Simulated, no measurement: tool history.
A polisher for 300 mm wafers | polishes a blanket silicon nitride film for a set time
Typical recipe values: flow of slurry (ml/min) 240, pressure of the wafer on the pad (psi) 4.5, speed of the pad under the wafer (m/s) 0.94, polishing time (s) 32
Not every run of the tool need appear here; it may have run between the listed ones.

| run | hour | flow of slurry (ml/min) | pressure of the wafer on the pad (psi) | speed of the pad under the wafer (m/s) | polishing time (s) | wafers since the last listed run | wafers polished on this pad | hours since the slurry nozzle was cleaned | hours since the head pressure was calibrated | incoming thickness of the incoming film, nm | film removed (angstrom) |
|---|---|---|---|---|---|---|---|---|---|---|---|
| 1 | 0.0 | 240 | 3.8 | 0.94 | 32 | 0 | 67 | 533.4 | 185.0 | 814.3 | 522 |
| 2 | 78.1 | 240 | 4.5 | 0.94 | 32 | 596 | 664 | 611.5 | 263.1 | 805.0 | 637 |
|  | 148.2 | slurry nozzle cleaned |
| 3 | 165.4 | 240 | 4.5 | 0.94 | 32 | 659 | 1324 | 17.2 | 350.4 | 824.5 | 617 |
|  | 228.3 | head pressure recalibrated |
| 4 | 247.3 | 240 | 4.5 | 0.94 | 32 | 610 | 1934 | 99.1 | 19.0 | 808.4 | 632 |
| 5 | 319.9 | 175 | 3.5 | 0.94 | 32 | 554 | 2489 | 171.7 | 91.6 | 822.7 | 467 |
|  | 406.0 | worn pad replaced by a new one |
| 6 | 637.8 | 175 | 3.5 | 0.94 | 32 | 2399 | 1771 | 489.6 | 409.5 | 814.5 | 466 |
| 7 | 675.4 | 175 | 3.5 | 0.94 | 32 | 287 | 2058 | 527.2 | 447.1 | 810.0 | 463 |
| 8 | 714.2 | 240 | 4.5 | 0.94 | 32 | 296 | 2355 | 566.0 | 485.9 | 802.3 | 625 |
| 9 | 756.9 | 240 | 4.9 | 0.94 | 35 | 326 | 2681 | 608.7 | 528.6 | 796.8 | 735 |
|  | 779.3 | head pressure recalibrated |
| 10 | 827.6 | 240 | 4.9 | 0.94 | 35 | 525 | 3206 | 679.4 | 48.3 | 802.9 | 751 |
|  | 910.5 | worn pad replaced by a new one |
| 11 | 918.4 | 240 | 4.5 | 0.94 | 32 | 663 | 60 | 770.2 | 139.1 | 813.7 | 625 |
|  | 927.2 | slurry nozzle cleaned |
| 12 | 1001.7 | 240 | 4.5 | 0.94 | 32 | 629 | 689 | 74.5 | 222.4 | 823.0 | 617 |
| 13 | 1065.2 | 240 | 4.5 | 0.94 | 32 | 485 | 1174 | 138.0 | 285.9 | 811.7 | 616 |
| 14 | 1102.7 | 240 | 4.5 | 0.94 | 32 | 286 | 1461 | 175.5 | 323.4 | 800.5 | 625 |
| 15 | 1157.2 | 240 | 4.5 | 0.94 | 32 | 416 | 1877 | 230.0 | 377.9 | 803.2 | 631 |
|  | 1231.7 | head pressure recalibrated |
| 16 | 1242.4 | 240 | 4.5 | 0.94 | 32 | 635 | 2513 | 315.2 | 10.7 | 813.0 | 638 |
| 17 | 1340.9 | 265 | 3.1 | 1.18 | 22 | 752 | 3266 | 413.7 | 109.2 | 818.9 | 361 |
|  | 1419.2 | worn pad replaced by a new one |
| 18 | 1439.4 | 240 | 4.5 | 1.16 | 32 | 722 | 154 | 512.2 | 207.7 | 805.5 | 749 |
| 19 | 1509.2 | 240 | 4.5 | 0.94 | 35 | 533 | 687 | 582.0 | 277.5 | 804.0 | 691 |
| 20 | 1555.2 | 240 | 3.0 | 0.64 | 32 | 351 | 1039 | 628.0 | 323.5 | 810.3 | 306 |
| 21 | 1632.3 | 315 | 5.5 | 0.72 | 39 | 589 | 1628 | 705.1 | 400.6 | 808.7 | 774 |
|  | 1676.2 | slurry nozzle cleaned |
|  | 1676.6 | head pressure recalibrated |
| 22 | 1677.1 | 175 | 3.5 | 0.94 | 32 | 331 | 1960 | 0.9 | 0.5 | 804.9 | 471 |
| 23 | 1712.5 | 240 | 3.3 | 0.68 | 32 | 270 | 2230 | 36.3 | 35.9 | 811.8 | 349 |
| 24 | 1749.6 | 240 | 4.5 | 0.94 | 32 | 283 | 2514 | 73.4 | 73.0 | 814.0 | 637 |
| 25 | 1799.5 | 165 | 4.5 | 0.74 | 27 | 381 | 2895 | 123.3 | 122.9 | 809.8 | 414 |
| 26 | 1857.0 | 290 | 3.7 | 0.82 | 24 | 439 | 3335 | 180.8 | 180.4 | 807.5 | 358 |
|  | 1875.9 | worn pad replaced by a new one |
| 27 | 1936.1 | 240 | 3.6 | 0.80 | 32 | 574 | 459 | 259.9 | 259.5 | 811.8 | 438 |
| 28 | 1976.4 | 240 | 4.5 | 0.94 | 32 | 308 | 767 | 300.2 | 299.8 | 821.1 | 628 |
| 29 | 2066.2 | 240 | 5.1 | 1.10 | 39 | 686 | 1454 | 390.0 | 389.6 | 796.0 | 968 |
|  | 2149.9 | head pressure recalibrated |
| 30 | 2150.4 | 180 | 5.5 | 0.94 | 26 | 628 | 2082 | 474.2 | 0.5 | 803.9 | 601 |
| 31 | 2231.1 | 240 | 4.5 | 0.94 | 32 | 616 | 2699 | 554.9 | 81.2 | 811.2 | 623 |
| 32 | 2308.7 | 175 | 3.6 | 0.94 | 32 | 593 | 3292 | 632.5 | 158.8 | 816.2 | 480 |
|  | 2391.6 | worn pad replaced by a new one |
| 33 | 2399.9 | 240 | 4.5 | 0.94 | 25 | 666 | 63 | 723.7 | 250.0 | 812.3 | 491 |

Here are 5 independent what-if runs from the current tool condition. What would each one return?
| A | 2400.3 | 240 | 4.5 | 0.94 | 27 | 3 | 66 | 724.1 | 250.4 | 805.8 | ? |
| B | 2400.3 | 270 | 4.5 | 0.94 | 32 | 3 | 66 | 724.1 | 250.4 | 805.8 | ? |
| C | 2400.3 | 240 | 4.5 | 0.94 | 36 | 3 | 66 | 724.1 | 250.4 | 805.8 | ? |
| D | 2400.3 | 240 | 4.5 | 0.70 | 25 | 3 | 66 | 724.1 | 250.4 | 805.8 | ? |
| E | 2400.3 | 240 | 4.5 | 0.94 | 21 | 3 | 66 | 724.1 | 250.4 | 805.8 | ? |

| run | film removed (angstrom) |
|---|---|
| A | 537 |
| B | 644 |
| C | 716 |
| D | 393 |
| E | 417 |
Had the tool no hidden state, the same runs would have come out as:
| run | film removed (angstrom) |
|---|---|
| A | 537 |
| B | 644 |
| C | 716 |
| D | 393 |
| E | 417 |
